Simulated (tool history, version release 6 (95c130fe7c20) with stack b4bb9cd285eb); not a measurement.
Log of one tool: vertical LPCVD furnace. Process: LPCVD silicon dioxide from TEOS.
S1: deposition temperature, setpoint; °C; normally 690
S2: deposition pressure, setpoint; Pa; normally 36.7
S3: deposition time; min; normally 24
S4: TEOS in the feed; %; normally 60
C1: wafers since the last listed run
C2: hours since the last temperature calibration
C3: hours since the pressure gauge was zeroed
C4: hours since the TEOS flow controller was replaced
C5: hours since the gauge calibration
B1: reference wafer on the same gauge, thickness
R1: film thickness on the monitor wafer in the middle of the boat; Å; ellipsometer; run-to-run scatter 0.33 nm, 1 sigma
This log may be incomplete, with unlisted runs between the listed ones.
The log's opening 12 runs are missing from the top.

run   hour   S1    S2    S3  S4   C1      C2      C3     C4     C5      B1      R1
 13  150.9  690  36.7    24  60  160  3580.2  3582.1  154.8  368.5  133.99  1497.2
 14  166.5  690  32.7    24  60  224  3595.8  3597.7  170.4  384.1  133.91  1406.3
 15  180.3  694  36.7    24  60  198  3609.6  3611.5  184.2  397.9  134.05  1634.3
     200.7  -- gauge calibrated
     213.9  -- thermocouples replaced and temperature profile calibrated
 16  214.4  690  36.7    24  60  145     0.5  3645.6  218.3   13.7  134.02  1382.3
 17  217.7  678  33.3    24  68   47     3.8  3648.9  221.6     17  134.06  1055.5
 18  221.1  690    44    24  60   49     7.2  3652.3    225   20.4  134.01  1518.8
     257.6  -- pressure gauge zeroed
 19  258.1  680  32.7  14.5  60  187    44.2     0.5    262   57.4  134.03   622.4
 20  261.5  690  36.7    24  60   49    47.6     3.9  265.4   60.8  134.04  1388.5
 21  265.4  690  42.7    24  60   56    51.5     7.8  269.3   64.7  134.01  1498.3
 22  287.1  690  36.7    24  60  312    73.2    29.5    291   86.4  134.01    1385
 23  299.6  690  36.7    24  48  180    85.7      42  303.5   98.9  133.94  1240.8
 24  315.3  690  36.7    24  60  226   101.4    57.7  319.2  114.6  133.91  1387.7
 25  331.2  690  29.3    24  54  229   117.3    73.6  335.1  130.5  133.94  1180.8
 26  343.2  697  36.7    24  60  173   129.3    85.6  347.1  142.5  134.04  1634.4
 27  352.9  690  28.7    24  48  139     139    95.3  356.8  152.2  134.07    1097
 28  368.1  678  36.7    24  70  219   154.2   110.5    372  167.4  134.13  1125.2
 29  383.3  690  36.7    24  65  219   169.4   125.7  387.2  182.6  134.04  1450.2
 30  397.2  700    32    31  55  200   183.3   139.6  401.1  196.5  133.97    2034
 31  413.6  696    40  20.5  66  236   199.7     156  417.5  212.9  134.05  1494.9
 32  422.6  683  30.7    24  60  129   208.7     165  426.5  221.9  134.01  1075.3

Here are 3 independent what-if runs from the current tool condition. What would each one return?
  A  426.1  683  36.7    24  60  50  212.2  168.5  430  225.4   ?   ?
  B  426.1  690  36.7    29  55  50  212.2  168.5  430  225.4   ?   ?
  C  426.1  700    44  31.5  63  50  212.2  168.5  430  225.4   ?   ?

run      B1      R1
  A  134.06  1172.6
  B  134.06  1603.5
  C  134.06  2582.2
Without the tool's unlogged condition, the same runs would have read:
run      R1
  A  1153.7
  B    1578
  C    2542

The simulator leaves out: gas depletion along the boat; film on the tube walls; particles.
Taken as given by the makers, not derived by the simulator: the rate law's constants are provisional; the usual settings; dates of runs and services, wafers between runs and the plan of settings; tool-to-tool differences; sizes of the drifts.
